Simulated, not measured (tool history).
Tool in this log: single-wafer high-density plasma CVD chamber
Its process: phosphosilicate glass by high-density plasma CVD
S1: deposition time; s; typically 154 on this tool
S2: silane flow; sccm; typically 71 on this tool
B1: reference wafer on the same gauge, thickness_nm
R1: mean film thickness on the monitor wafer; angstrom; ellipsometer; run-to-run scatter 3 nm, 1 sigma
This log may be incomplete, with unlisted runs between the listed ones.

run   hour   S1  S2        B1        R1
  1    0.0  154  71  1040.028  12104.05
  2   32.8  154  71  1040.457  12160.69
  3   46.4  154  71  1041.261  12121.15
  4   76.7  154  71  1040.457  12160.79
  5  105.0  154  71  1040.610  12155.14
  6  133.2  154  71  1041.121  12167.08
  7  166.1  154  71  1038.530  12155.27
  8  199.6  154  71  1039.091  12155.23
  9  234.5  154  71  1040.662  12242.37
 10  290.2  171  71  1038.704  13494.69
 11  318.9  171  71  1039.524  13511.63
 12  332.2  171  71  1040.360  13522.25
 13  350.6  154  65  1038.971  11189.93
 14  385.4  154  65  1040.881  11267.02
 15  421.1  154  65  1039.551  11255.14
 16  444.3  154  79  1040.438  13602.98
 17  456.6  154  79  1039.523  13639.70
     475.7  -- silane flow controller replaced
 18  476.2  154  71  1041.741  11675.45
 19  507.5  154  71  1040.683  11639.51
 20  523.3  168  83  1040.219  14830.41
 21  555.9  154  77  1040.650  12592.13
 22  572.6  124  75  1039.710   9897.55
 23  585.6  134  78  1039.996  11079.23
 24  621.0  154  71  1039.472  11616.42
     635.2  -- gauge calibrated
 25  636.1  154  71  1039.818  11678.80
 26  657.0  166  80  1039.816  14108.57
 27  705.7  176  81  1039.445  15063.35
 28  735.5  154  71  1040.239  11620.05
 29  799.7  154  63  1039.538  10399.39
 30  814.3  154  71  1041.575  11674.76
 31  827.4  141  66  1039.750   9977.86
 32  848.6  154  71  1039.146  11703.57
 33  881.8  138  71  1041.274  10445.79
 34  902.9  144  84  1039.717  12852.80
 35  921.9  134  64  1039.200   9196.71
 36  944.4  179  84  1039.866  15952.32
 37  971.1  154  71  1039.420  11653.93
 38  984.2  175  80  1040.468  14940.99

What if the next run were any one of these 4? Each begins from the tool's condition after run 38:
  A  984.6  154  71   ?   ?
  B  984.6  169  62   ?   ?
  C  984.6  128  71   ?   ?
  D  984.6  183  66   ?   ?

run        B1        R1
  A  1040.394  11694.33
  B  1040.394  11271.56
  C  1040.394   9719.96
  D  1040.394  12956.95
Without the tool's unlogged condition, the same runs would have read:
run        R1
  A  11675.49
  B  11253.40
  C   9704.31
  D  12936.08
